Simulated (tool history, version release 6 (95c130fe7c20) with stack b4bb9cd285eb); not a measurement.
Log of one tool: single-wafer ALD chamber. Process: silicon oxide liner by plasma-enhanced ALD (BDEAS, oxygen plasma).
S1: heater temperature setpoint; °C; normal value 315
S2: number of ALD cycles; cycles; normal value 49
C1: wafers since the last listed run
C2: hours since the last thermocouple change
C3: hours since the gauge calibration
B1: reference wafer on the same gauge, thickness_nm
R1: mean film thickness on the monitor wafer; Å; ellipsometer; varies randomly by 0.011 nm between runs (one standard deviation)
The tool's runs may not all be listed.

run,hour,S1,S2,C1,C2,C3,B1,R1
1,0.0,315,49,0,2236.2,153.2,5.195,44.89
2,67.6,315,49,573,2303.8,220.8,5.199,45.00
3,108.8,315,49,349,2345.0,262.0,5.202,44.95
4,167.1,315,49,494,2403.3,320.3,5.197,44.84
5,216.6,315,49,420,2452.8,369.8,5.196,44.97
6,269.7,315,49,450,2505.9,422.9,5.197,44.84
7,318.4,315,49,413,2554.6,471.6,5.200,44.85
# hour 382.0: gauge calibrated
8,389.0,315,49,599,2625.2,7.0,5.196,44.83
# hour 477.0: thermocouple changed; heater temperature recalibrated
9,545.7,315,49,1261,68.7,163.7,5.198,45.07
10,574.0,315,49,240,97.0,192.0,5.198,44.92
11,599.2,321,49,213,122.2,217.2,5.202,44.54
12,643.5,330,52,375,166.5,261.5,5.197,46.62
13,690.4,325,58,398,213.4,308.4,5.198,52.70
14,753.8,325,55,538,276.8,371.8,5.200,49.82
15,813.1,330,52,503,336.1,431.1,5.196,46.50
16,863.6,323,44,428,386.6,481.6,5.204,39.84
17,926.9,323,44,537,449.9,544.9,5.194,39.92
18,986.1,311,49,502,509.1,604.1,5.199,45.01
# hour 1052.2: gauge calibrated
19,1054.1,315,49,577,577.1,1.9,5.196,44.98
20,1124.3,322,53,595,647.3,72.1,5.201,47.97
21,1154.4,326,56,255,677.4,102.2,5.205,50.59

5 ways to go on from here, each from the tool as it stands after run 21. What would each give?
A,1154.9,307,49,4,677.9,102.7,?,?
B,1154.9,319,58,4,677.9,102.7,?,?
C,1154.9,325,52,4,677.9,102.7,?,?
D,1154.9,319,43,4,677.9,102.7,?,?
E,1154.9,309,49,4,677.9,102.7,?,?

run,B1,R1
A,5.201,45.22
B,5.201,52.64
C,5.201,46.80
D,5.201,39.03
E,5.201,45.10
With no hidden state in the tool, these same runs would have given:
run,R1
A,45.22
B,52.64
C,46.80
D,39.03
E,45.10
